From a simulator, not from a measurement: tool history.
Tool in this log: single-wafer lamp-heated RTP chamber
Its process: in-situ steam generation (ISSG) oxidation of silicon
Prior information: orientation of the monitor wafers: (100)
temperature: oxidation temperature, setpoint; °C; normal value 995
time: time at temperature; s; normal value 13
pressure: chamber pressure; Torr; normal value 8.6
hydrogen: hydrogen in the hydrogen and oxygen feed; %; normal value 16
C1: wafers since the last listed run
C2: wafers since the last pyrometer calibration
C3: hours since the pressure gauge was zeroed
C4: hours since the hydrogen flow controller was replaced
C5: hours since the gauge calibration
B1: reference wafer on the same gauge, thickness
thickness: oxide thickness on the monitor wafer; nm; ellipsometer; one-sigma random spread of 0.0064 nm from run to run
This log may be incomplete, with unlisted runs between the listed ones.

{"run": 1, "hour": 0.0, "temperature": 1008, "time": 13, "pressure": 8.6, "hydrogen": 16, "C1": 0, "C2": 3785, "C3": 1625.8, "C4": 4971.2, "C5": 306.4, "B1": 4.011, "thickness": 4.517}
{"run": 2, "hour": 11.1, "temperature": 995, "time": 13, "pressure": 8.6, "hydrogen": 16, "C1": 197, "C2": 3983, "C3": 1636.9, "C4": 4982.3, "C5": 317.5, "B1": 4.01, "thickness": 4.331}
{"run": 3, "hour": 21.4, "temperature": 995, "time": 13, "pressure": 8.6, "hydrogen": 16, "C1": 183, "C2": 4167, "C3": 1647.2, "C4": 4992.6, "C5": 327.8, "B1": 4.01, "thickness": 4.327}
{"hour": 37.5, "done": "gauge calibrated"}
{"run": 4, "hour": 39.2, "temperature": 995, "time": 13, "pressure": 8.6, "hydrogen": 16, "C1": 317, "C2": 4484, "C3": 1665, "C4": 5010.4, "C5": 1.7, "B1": 4.01, "thickness": 4.33}
{"hour": 55.5, "done": "pyrometer window cleaned and pyrometer calibrated"}
{"run": 5, "hour": 56.0, "temperature": 995, "time": 13, "pressure": 7.8, "hydrogen": 22, "C1": 156, "C2": 8, "C3": 1681.8, "C4": 5027.2, "C5": 18.5, "B1": 4.01, "thickness": 4.604}
{"run": 6, "hour": 62.9, "temperature": 995, "time": 13, "pressure": 7.8, "hydrogen": 22, "C1": 122, "C2": 131, "C3": 1688.7, "C4": 5034.1, "C5": 25.4, "B1": 4.01, "thickness": 4.606}
{"run": 7, "hour": 71.2, "temperature": 995, "time": 13, "pressure": 7.8, "hydrogen": 22, "C1": 147, "C2": 279, "C3": 1697, "C4": 5042.4, "C5": 33.7, "B1": 4.01, "thickness": 4.603}
{"run": 8, "hour": 86.5, "temperature": 1009, "time": 13, "pressure": 8.6, "hydrogen": 16, "C1": 272, "C2": 551, "C3": 1712.3, "C4": 5057.7, "C5": 49, "B1": 4.01, "thickness": 4.476}
{"run": 9, "hour": 99.9, "temperature": 990, "time": 8, "pressure": 9.8, "hydrogen": 11, "C1": 238, "C2": 790, "C3": 1725.7, "C4": 5071.1, "C5": 62.4, "B1": 4.01, "thickness": 3.076}
{"run": 10, "hour": 141.3, "temperature": 995, "time": 13, "pressure": 7.2, "hydrogen": 16, "C1": 737, "C2": 1528, "C3": 1767.1, "C4": 5112.5, "C5": 103.8, "B1": 4.009, "thickness": 4.246}
{"run": 11, "hour": 151.6, "temperature": 995, "time": 13, "pressure": 8.6, "hydrogen": 16, "C1": 183, "C2": 1711, "C3": 1777.4, "C4": 5122.8, "C5": 114.1, "B1": 4.009, "thickness": 4.257}
{"run": 12, "hour": 160.7, "temperature": 995, "time": 8, "pressure": 8.6, "hydrogen": 16, "C1": 162, "C2": 1874, "C3": 1786.5, "C4": 5131.9, "C5": 123.2, "B1": 4.01, "thickness": 3.469}
{"run": 13, "hour": 175.0, "temperature": 995, "time": 13, "pressure": 8.6, "hydrogen": 16, "C1": 254, "C2": 2128, "C3": 1800.8, "C4": 5146.2, "C5": 137.5, "B1": 4.009, "thickness": 4.261}
{"run": 14, "hour": 186.5, "temperature": 1009, "time": 15, "pressure": 7.9, "hydrogen": 11, "C1": 204, "C2": 2333, "C3": 1812.3, "C4": 5157.7, "C5": 149, "B1": 4.01, "thickness": 4.431}
{"hour": 195.8, "done": "pressure gauge zeroed"}
{"run": 15, "hour": 199.2, "temperature": 995, "time": 13, "pressure": 8.6, "hydrogen": 16, "C1": 83, "C2": 2417, "C3": 3.4, "C4": 5170.4, "C5": 161.7, "B1": 4.011, "thickness": 4.266}
{"run": 16, "hour": 209.1, "temperature": 989, "time": 13, "pressure": 9.7, "hydrogen": 20, "C1": 176, "C2": 2593, "C3": 13.3, "C4": 5180.3, "C5": 171.6, "B1": 4.01, "thickness": 4.348}
{"run": 17, "hour": 219.3, "temperature": 995, "time": 13, "pressure": 8.6, "hydrogen": 16, "C1": 181, "C2": 2775, "C3": 23.5, "C4": 5190.5, "C5": 181.8, "B1": 4.009, "thickness": 4.284}
{"hour": 230.3, "done": "hydrogen flow controller replaced"}
{"run": 18, "hour": 230.8, "temperature": 1012, "time": 13, "pressure": 9.1, "hydrogen": 16, "C1": 62, "C2": 2838, "C3": 35, "C4": 0.5, "C5": 193.3, "B1": 4.011, "thickness": 4.551}
{"run": 19, "hour": 239.6, "temperature": 995, "time": 10, "pressure": 8.6, "hydrogen": 16, "C1": 156, "C2": 2994, "C3": 43.8, "C4": 9.3, "C5": 202.1, "B1": 4.011, "thickness": 3.833}
{"run": 20, "hour": 251.3, "temperature": 976, "time": 13, "pressure": 9.3, "hydrogen": 20, "C1": 208, "C2": 3203, "C3": 55.5, "C4": 21, "C5": 213.8, "B1": 4.01, "thickness": 4.226}
{"run": 21, "hour": 260.6, "temperature": 995, "time": 9, "pressure": 8.6, "hydrogen": 12, "C1": 165, "C2": 3369, "C3": 64.8, "C4": 30.3, "C5": 223.1, "B1": 4.01, "thickness": 3.431}
{"hour": 278.9, "done": "pyrometer window cleaned and pyrometer calibrated"}
{"run": 22, "hour": 279.4, "temperature": 990, "time": 18, "pressure": 8.6, "hydrogen": 16, "C1": 192, "C2": 8, "C3": 83.6, "C4": 49.1, "C5": 241.9, "B1": 4.01, "thickness": 4.817}
{"run": 23, "hour": 322.1, "temperature": 1009, "time": 10, "pressure": 9.6, "hydrogen": 11, "C1": 760, "C2": 769, "C3": 126.3, "C4": 91.8, "C5": 284.6, "B1": 4.009, "thickness": 3.61}
{"run": 24, "hour": 330.5, "temperature": 995, "time": 13, "pressure": 7.5, "hydrogen": 16, "C1": 149, "C2": 919, "C3": 134.7, "C4": 100.2, "C5": 293, "B1": 4.009, "thickness": 4.245}
{"run": 25, "hour": 347.1, "temperature": 995, "time": 13, "pressure": 8.6, "hydrogen": 16, "C1": 295, "C2": 1214, "C3": 151.3, "C4": 116.8, "C5": 309.6, "B1": 4.01, "thickness": 4.251}
{"run": 26, "hour": 360.3, "temperature": 995, "time": 10, "pressure": 9.3, "hydrogen": 16, "C1": 235, "C2": 1450, "C3": 164.5, "C4": 130, "C5": 322.8, "B1": 4.01, "thickness": 3.786}
{"run": 27, "hour": 368.9, "temperature": 989, "time": 13, "pressure": 9.7, "hydrogen": 20, "C1": 153, "C2": 1603, "C3": 173.1, "C4": 138.6, "C5": 331.4, "B1": 4.01, "thickness": 4.333}
{"run": 28, "hour": 377.1, "temperature": 1014, "time": 11, "pressure": 8.6, "hydrogen": 16, "C1": 146, "C2": 1749, "C3": 181.3, "C4": 146.8, "C5": 339.6, "B1": 4.01, "thickness": 4.235}
{"run": 29, "hour": 392.5, "temperature": 995, "time": 13, "pressure": 8.6, "hydrogen": 16, "C1": 274, "C2": 2023, "C3": 196.7, "C4": 162.2, "C5": 355, "B1": 4.011, "thickness": 4.274}
{"hour": 393.9, "done": "gauge calibrated"}
{"run": 30, "hour": 399.1, "temperature": 995, "time": 12, "pressure": 8.6, "hydrogen": 16, "C1": 117, "C2": 2141, "C3": 203.3, "C4": 168.8, "C5": 5.2, "B1": 4.011, "thickness": 4.126}
{"run": 31, "hour": 407.0, "temperature": 995, "time": 12, "pressure": 7.2, "hydrogen": 12, "C1": 140, "C2": 2282, "C3": 211.2, "C4": 176.7, "C5": 13.1, "B1": 4.009, "thickness": 3.845}
{"run": 32, "hour": 441.1, "temperature": 976, "time": 13, "pressure": 8.6, "hydrogen": 16, "C1": 607, "C2": 2889, "C3": 245.3, "C4": 210.8, "C5": 47.2, "B1": 4.01, "thickness": 4.016}

Here are 3 independent what-if runs from the current tool condition. What would each one return?
{"run": "A", "hour": 441.5, "temperature": 1005, "time": 13, "pressure": 8.6, "hydrogen": 16, "C1": 7, "C2": 2897, "C3": 245.7, "C4": 211.2, "C5": 47.6, "B1": "?", "thickness": "?"}
{"run": "B", "hour": 441.5, "temperature": 1014, "time": 9, "pressure": 9.1, "hydrogen": 11, "C1": 7, "C2": 2897, "C3": 245.7, "C4": 211.2, "C5": 47.6, "B1": "?", "thickness": "?"}
{"run": "C", "hour": 441.5, "temperature": 985, "time": 13, "pressure": 9, "hydrogen": 16, "C1": 7, "C2": 2897, "C3": 245.7, "C4": 211.2, "C5": 47.6, "B1": "?", "thickness": "?"}

run=A B1=4.01 thickness=4.435
run=B B1=4.01 thickness=3.545
run=C B1=4.01 thickness=4.124
Had the tool no hidden state, the same runs would have come out as:
run=A thickness=4.399
run=B thickness=3.517
run=C thickness=4.095
